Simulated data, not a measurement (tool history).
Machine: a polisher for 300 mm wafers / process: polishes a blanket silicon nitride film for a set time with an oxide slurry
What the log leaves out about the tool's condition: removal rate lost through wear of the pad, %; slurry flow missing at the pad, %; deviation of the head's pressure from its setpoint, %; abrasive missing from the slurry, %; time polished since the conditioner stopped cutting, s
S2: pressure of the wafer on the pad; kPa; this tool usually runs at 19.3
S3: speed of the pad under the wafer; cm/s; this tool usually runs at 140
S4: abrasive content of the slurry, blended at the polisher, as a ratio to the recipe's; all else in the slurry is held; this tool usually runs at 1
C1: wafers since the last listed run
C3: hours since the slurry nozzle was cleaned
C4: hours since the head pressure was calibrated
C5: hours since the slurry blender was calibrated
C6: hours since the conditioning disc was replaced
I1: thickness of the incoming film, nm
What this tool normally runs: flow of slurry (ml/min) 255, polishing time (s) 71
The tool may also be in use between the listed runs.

run 1 day=0 | flow_of_slurry_(ml/min)=205 S2=19.3 S3=140 S4=0.9 polishing_time_(s)=71 | C1=0 wafers_polished_on_this_pad=369 C3=87.3 C4=167.2 C5=458 C6=429.1 | I1=238.5 | film_removed_(Å)=395
run 2 day=2.979 | flow_of_slurry_(ml/min)=255 S2=19.3 S3=140 S4=1 polishing_time_(s)=71 | C1=716 wafers_polished_on_this_pad=1085 C3=158.8 C4=238.7 C5=529.5 C6=500.6 | I1=239.3 | film_removed_(Å)=398
run 3 day=4.675 | flow_of_slurry_(ml/min)=255 S2=19.3 S3=140 S4=1 polishing_time_(s)=71 | C1=407 wafers_polished_on_this_pad=1492 C3=199.5 C4=279.4 C5=570.2 C6=541.3 | I1=239.1 | film_removed_(Å)=378
-- day=5.488 slurry blender recalibrated
-- day=8.6 conditioning disc replaced and pad reconditioned
run 4 day=9.162 | flow_of_slurry_(ml/min)=255 S2=19.3 S3=140 S4=1 polishing_time_(s)=71 | C1=1038 wafers_polished_on_this_pad=2531 C3=307.2 C4=387.1 C5=88.2 C6=13.5 | I1=236.7 | film_removed_(Å)=485
run 5 day=12.562 | flow_of_slurry_(ml/min)=255 S2=19.3 S3=140 S4=1 polishing_time_(s)=71 | C1=817 wafers_polished_on_this_pad=3348 C3=388.8 C4=468.7 C5=169.8 C6=95.1 | I1=241.8 | film_removed_(Å)=472
run 6 day=16.062 | flow_of_slurry_(ml/min)=255 S2=19.3 S3=140 S4=1 polishing_time_(s)=71 | C1=841 wafers_polished_on_this_pad=4189 C3=472.8 C4=552.7 C5=253.8 C6=179.1 | I1=239.5 | film_removed_(Å)=471
-- day=19.838 slurry nozzle cleaned
run 7 day=20.508 | flow_of_slurry_(ml/min)=205 S2=19.3 S3=140 S4=0.9 polishing_time_(s)=71 | C1=1058 wafers_polished_on_this_pad=5248 C3=16.1 C4=659.4 C5=360.5 C6=285.8 | I1=238.5 | film_removed_(Å)=417
run 8 day=22.196 | flow_of_slurry_(ml/min)=255 S2=19.3 S3=140 S4=1 polishing_time_(s)=71 | C1=405 wafers_polished_on_this_pad=5654 C3=56.6 C4=699.9 C5=401 C6=326.3 | I1=241.5 | film_removed_(Å)=449
-- day=24.75 head pressure recalibrated
-- day=25.792 worn pad replaced by a new one
run 9 day=25.829 | flow_of_slurry_(ml/min)=230 S2=19.3 S3=140 S4=1 polishing_time_(s)=71 | C1=813 wafers_polished_on_this_pad=8 C3=143.8 C4=25.9 C5=488.2 C6=413.5 | I1=239.5 | film_removed_(Å)=422
-- day=26.771 slurry blender recalibrated
run 10 day=28.638 | flow_of_slurry_(ml/min)=175 S2=19.3 S3=140 S4=1 polishing_time_(s)=78 | C1=654 wafers_polished_on_this_pad=663 C3=211.2 C4=93.3 C5=44.8 C6=480.9 | I1=241.6 | film_removed_(Å)=481
run 11 day=30.908 | flow_of_slurry_(ml/min)=255 S2=19.3 S3=140 S4=1 polishing_time_(s)=71 | C1=545 wafers_polished_on_this_pad=1209 C3=265.7 C4=147.8 C5=99.3 C6=535.4 | I1=239.2 | film_removed_(Å)=429
-- day=33.858 conditioning disc replaced and pad reconditioned
run 12 day=34.742 | flow_of_slurry_(ml/min)=255 S2=13.8 S3=164 S4=0.75 polishing_time_(s)=71 | C1=901 wafers_polished_on_this_pad=2110 C3=357.7 C4=239.8 C5=191.3 C6=21.2 | I1=239.4 | film_removed_(Å)=377
run 13 day=38.129 | flow_of_slurry_(ml/min)=255 S2=21.4 S3=140 S4=1 polishing_time_(s)=71 | C1=814 wafers_polished_on_this_pad=2925 C3=439 C4=321.1 C5=272.6 C6=102.5 | I1=235.4 | film_removed_(Å)=500
run 14 day=40.025 | flow_of_slurry_(ml/min)=315 S2=19.3 S3=140 S4=1 polishing_time_(s)=64 | C1=455 wafers_polished_on_this_pad=3380 C3=484.5 C4=366.6 C5=318.1 C6=148 | I1=240.1 | film_removed_(Å)=422
run 15 day=41.621 | flow_of_slurry_(ml/min)=255 S2=19.3 S3=140 S4=1.15 polishing_time_(s)=71 | C1=383 wafers_polished_on_this_pad=3764 C3=522.8 C4=404.9 C5=356.4 C6=186.3 | I1=240.2 | film_removed_(Å)=487
run 16 day=44.188 | flow_of_slurry_(ml/min)=185 S2=19.3 S3=96 S4=1.1 polishing_time_(s)=71 | C1=616 wafers_polished_on_this_pad=4381 C3=584.4 C4=466.5 C5=418 C6=247.9 | I1=236.9 | film_removed_(Å)=334
-- day=44.846 slurry nozzle cleaned
-- day=46.938 worn pad replaced by a new one
run 17 day=47.308 | flow_of_slurry_(ml/min)=310 S2=19.3 S3=140 S4=1.1 polishing_time_(s)=71 | C1=700 wafers_polished_on_this_pad=89 C3=59.1 C4=541.4 C5=492.9 C6=322.8 | I1=237.1 | film_removed_(Å)=436
run 18 day=49.488 | flow_of_slurry_(ml/min)=255 S2=19.3 S3=140 S4=1 polishing_time_(s)=71 | C1=523 wafers_polished_on_this_pad=612 C3=111.4 C4=593.7 C5=545.2 C6=375.1 | I1=237.2 | film_removed_(Å)=393
-- day=50.004 slurry blender recalibrated
run 19 day=53.471 | flow_of_slurry_(ml/min)=255 S2=19.3 S3=140 S4=1 polishing_time_(s)=71 | C1=937 wafers_polished_on_this_pad=1550 C3=207 C4=689.3 C5=83.2 C6=470.7 | I1=237.2 | film_removed_(Å)=450
-- day=55.971 conditioning disc replaced and pad reconditioned
run 20 day=57.171 | flow_of_slurry_(ml/min)=255 S2=19.3 S3=140 S4=1 polishing_time_(s)=71 | C1=869 wafers_polished_on_this_pad=2419 C3=295.8 C4=778.1 C5=172 C6=28.8 | I1=242 | film_removed_(Å)=486
run 21 day=59.488 | flow_of_slurry_(ml/min)=230 S2=14.5 S3=140 S4=1.25 polishing_time_(s)=65 | C1=556 wafers_polished_on_this_pad=2976 C3=351.4 C4=833.7 C5=227.6 C6=84.4 | I1=241.8 | film_removed_(Å)=385
run 22 day=62.904 | flow_of_slurry_(ml/min)=255 S2=19.3 S3=140 S4=1 polishing_time_(s)=71 | C1=821 wafers_polished_on_this_pad=3797 C3=433.4 C4=915.7 C5=309.6 C6=166.4 | I1=239.8 | film_removed_(Å)=464
-- day=63.992 head pressure recalibrated
-- day=66.208 slurry nozzle cleaned
run 23 day=66.804 | flow_of_slurry_(ml/min)=175 S2=19.3 S3=108 S4=1 polishing_time_(s)=71 | C1=907 wafers_polished_on_this_pad=4705 C3=14.3 C4=67.5 C5=403.2 C6=260 | I1=241.5 | film_removed_(Å)=355
-- day=73.933 worn pad replaced by a new one
-- day=74.971 slurry blender recalibrated
run 24 day=79.225 | flow_of_slurry_(ml/min)=255 S2=19.3 S3=140 S4=1.2 polishing_time_(s)=95 | C1=2925 wafers_polished_on_this_pad=1251 C3=312.4 C4=365.6 C5=102.1 C6=558.1 | I1=239 | film_removed_(Å)=635
run 25 day=81.8 | flow_of_slurry_(ml/min)=255 S2=19.3 S3=140 S4=1 polishing_time_(s)=71 | C1=618 wafers_polished_on_this_pad=1870 C3=374.2 C4=427.4 C5=163.9 C6=619.9 | I1=240.7 | film_removed_(Å)=432
-- day=82.042 conditioning disc replaced and pad reconditioned
run 26 day=84.029 | flow_of_slurry_(ml/min)=340 S2=19.3 S3=140 S4=1 polishing_time_(s)=71 | C1=515 wafers_polished_on_this_pad=2386 C3=427.7 C4=480.9 C5=217.4 C6=47.7 | I1=244 | film_removed_(Å)=472

Predict each of these 3 candidate next runs independently; none follows another, all start after run 26:
run A day=84.046 | flow_of_slurry_(ml/min)=255 S2=19.3 S3=140 S4=1 polishing_time_(s)=71 | C1=4 wafers_polished_on_this_pad=2390 C3=428.1 C4=481.3 C5=217.8 C6=48.1 | I1=242.6 | film_removed_(Å)=?
run B day=84.046 | flow_of_slurry_(ml/min)=255 S2=14.5 S3=176 S4=0.9 polishing_time_(s)=90 | C1=4 wafers_polished_on_this_pad=2390 C3=428.1 C4=481.3 C5=217.8 C6=48.1 | I1=242.6 | film_removed_(Å)=?
run C day=84.046 | flow_of_slurry_(ml/min)=255 S2=24.1 S3=140 S4=1 polishing_time_(s)=64 | C1=4 wafers_polished_on_this_pad=2390 C3=428.1 C4=481.3 C5=217.8 C6=48.1 | I1=242.6 | film_removed_(Å)=?

run=A film_removed_(Å)=465
run=B film_removed_(Å)=554
run=C film_removed_(Å)=494
Without the tool's hidden state the same runs would have given:
run=A film_removed_(Å)=483
run=B film_removed_(Å)=576
run=C film_removed_(Å)=513

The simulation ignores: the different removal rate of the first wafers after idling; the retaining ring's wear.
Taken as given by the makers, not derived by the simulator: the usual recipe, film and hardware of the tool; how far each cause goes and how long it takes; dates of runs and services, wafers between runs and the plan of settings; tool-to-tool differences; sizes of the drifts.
